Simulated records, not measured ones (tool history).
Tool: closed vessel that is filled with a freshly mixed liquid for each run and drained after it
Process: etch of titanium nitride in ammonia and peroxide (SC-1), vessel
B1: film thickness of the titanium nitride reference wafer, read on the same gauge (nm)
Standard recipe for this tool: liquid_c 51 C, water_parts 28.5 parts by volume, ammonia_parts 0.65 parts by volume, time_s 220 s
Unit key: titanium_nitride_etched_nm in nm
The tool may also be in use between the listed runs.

Run 1, day 0: usual settings; B1 69.99. Result: titanium_nitride_etched_nm 5.69 nm.
Run 2, day 2.733: usual settings; B1 69.98. Result: titanium_nitride_etched_nm 5.67 nm.
Run 3, day 3.912: usual settings; B1 70. Result: titanium_nitride_etched_nm 5.6 nm.
Run 4, day 6.092: usual settings but ammonia_parts 0.5 parts by volume; B1 70. Result: titanium_nitride_etched_nm 5.3 nm.
Run 5, day 8.562: usual settings but ammonia_parts 0.5 parts by volume; B1 70.01. Result: titanium_nitride_etched_nm 5.29 nm.
At day 11.15: new drum of ammonia solution connected.
Run 6, day 11.354: usual settings but ammonia_parts 0.5 parts by volume; B1 70.01. Result: titanium_nitride_etched_nm 5.3 nm.
Run 7, day 12.733: usual settings; B1 70.02. Result: titanium_nitride_etched_nm 5.53 nm.
Run 8, day 15.354: usual settings but time_s 160 s; B1 70.01. Result: titanium_nitride_etched_nm 4.06 nm.
Run 9, day 17.846: usual settings; B1 70. Result: titanium_nitride_etched_nm 5.58 nm.
At day 19.429: thermometer replaced.
Run 10, day 20.617: usual settings but liquid_c 54.5 C, water_parts 20 parts by volume, ammonia_parts 0.45 parts by volume, time_s 285 s; B1 70. Result: titanium_nitride_etched_nm 12.1 nm.
At day 24.375: gauge calibrated.
At day 27.35: ammonia flow meter replaced.
Run 11, day 27.621: usual settings but liquid_c 45 C, water_parts 32.5 parts by volume, ammonia_parts 0.75 parts by volume, time_s 125 s; B1 69.99. Result: titanium_nitride_etched_nm 2.27 nm.
Run 12, day 29.492: usual settings but time_s 295 s; B1 70.01. Result: titanium_nitride_etched_nm 8.44 nm.
At day 35.975: new drum of ammonia solution connected.
Run 13, day 36.542: usual settings but water_parts 36.5 parts by volume, time_s 300 s; B1 69.99. Result: titanium_nitride_etched_nm 7.3 nm.
Run 14, day 37.983: usual settings; B1 70.02. Result: titanium_nitride_etched_nm 6.26 nm.
Run 15, day 40.404: usual settings; B1 69.99. Result: titanium_nitride_etched_nm 6.21 nm.
Run 16, day 43.017: usual settings but water_parts 35 parts by volume, ammonia_parts 0.55 parts by volume; B1 70.01. Result: titanium_nitride_etched_nm 5.37 nm.
Run 17, day 45.383: usual settings but liquid_c 54 C, ammonia_parts 0.55 parts by volume, time_s 310 s; B1 70. Result: titanium_nitride_etched_nm 10.35 nm.

Consider 5 possible next runs. They are alternatives, not a sequence: every one starts from the tool as it was left by run 17. What does each give?
Run A, day 45.412: usual settings but time_s 95 s; B1 ?. Result: titanium_nitride_etched_nm ?.
Run B, day 45.412: usual settings but ammonia_parts 0.4 parts by volume; B1 ?. Result: titanium_nitride_etched_nm ?.
Run C, day 45.412: usual settings but liquid_c 43 C, water_parts 19.5 parts by volume, ammonia_parts 0.55 parts by volume, time_s 270 s; B1 ?. Result: titanium_nitride_etched_nm ?.
Run D, day 45.412: usual settings but water_parts 18.5 parts by volume; B1 ?. Result: titanium_nitride_etched_nm ?.
Run E, day 45.412: usual settings but water_parts 16.5 parts by volume; B1 ?. Result: titanium_nitride_etched_nm ?.

run  B1  titanium_nitride_etched_nm
  A  70                        2.67
  B  70                        5.63
  C  70                        5.13
  D  70                        7.87
  E  70                        8.37
Without the tool's hidden state the same runs would have given:
run  titanium_nitride_etched_nm
  A                        2.89
  B                        6.11
  C                        5.59
  D                        8.53
  E                        9.08
